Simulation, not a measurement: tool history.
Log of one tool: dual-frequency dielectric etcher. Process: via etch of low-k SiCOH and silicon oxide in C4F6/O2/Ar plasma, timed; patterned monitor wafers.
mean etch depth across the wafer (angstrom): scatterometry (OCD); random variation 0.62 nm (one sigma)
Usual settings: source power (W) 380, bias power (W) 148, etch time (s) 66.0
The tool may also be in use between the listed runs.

run	day	source power (W)	bias power (W)	etch time (s)	wafers since the last listed run	hours since the last wet clean	hours since the last source power generator calibration	hours since the last bias power generator calibration	hours since the last upper electrode change	hours since the gauge calibration	read-back reference wafer on the same gauge, depth_nm	mean etch depth across the wafer (angstrom)
1	0.000	380	148	66.0	0	551.0	4833.6	4642.7	3005.6	80.2	195.1	1627
2	0.271	320	148	66.0	72	557.5	4840.1	4649.2	3012.1	86.7	195.1	1560
3	0.817	320	148	66.0	146	570.6	4853.2	4662.3	3025.2	99.8	194.9	1549
# day 2.392: upper electrode replaced
# day 3.171: wet clean of the chamber
4	3.192	410	148	66.0	158	0.5	4910.2	4719.3	19.2	156.8	194.9	1756
5	3.317	410	148	66.0	33	3.5	4913.2	4722.3	22.2	159.8	195.0	1750
6	3.583	410	148	66.0	71	9.9	4919.6	4728.7	28.6	166.2	195.0	1752
# day 3.829: bias power generator calibrated
7	4.071	380	148	80.5	85	21.6	4931.3	5.8	40.3	177.9	195.0	2095
8	4.612	380	148	80.5	145	34.6	4944.3	18.8	53.3	190.9	195.0	2084
# day 4.858: gauge calibrated
9	4.867	380	148	75.0	68	40.7	4950.4	24.9	59.4	0.2	195.2	1938
10	5.162	350	115	74.5	79	47.8	4957.5	32.0	66.5	7.3	195.0	1716
11	5.517	380	184	66.0	94	56.3	4966.0	40.5	75.0	15.8	195.0	1865
# day 5.892: source power generator calibrated
12	6.000	380	148	66.0	84	67.9	2.6	52.1	86.6	27.4	195.1	1704
13	6.408	440	134	59.0	109	77.7	12.4	61.9	96.4	37.2	194.9	1533
14	7.075	320	148	66.0	178	93.7	28.4	77.9	112.4	53.2	195.1	1619
15	7.338	380	148	79.5	70	100.0	34.7	84.2	118.7	59.5	194.9	2033
16	7.683	380	138	58.0	92	108.3	43.0	92.5	127.0	67.8	195.0	1455

Measured less the same run without the tool's hidden state. The same run-to-run variation is in both; the gauge's scatter may not be:
The hidden state here: etch rate over this chamber's usual, %; source power that arrives over what is set, %; bias power that arrives over what is set, %; gauge reads high (%).
run	mean etch depth across the wafer (angstrom)
1	-83
2	-82
3	-83
4	+0
5	-1
6	-2
7	-5
8	-7
9	-7
10	-8
11	-10
12	-11
13	-12
14	-15
15	-20
16	-15
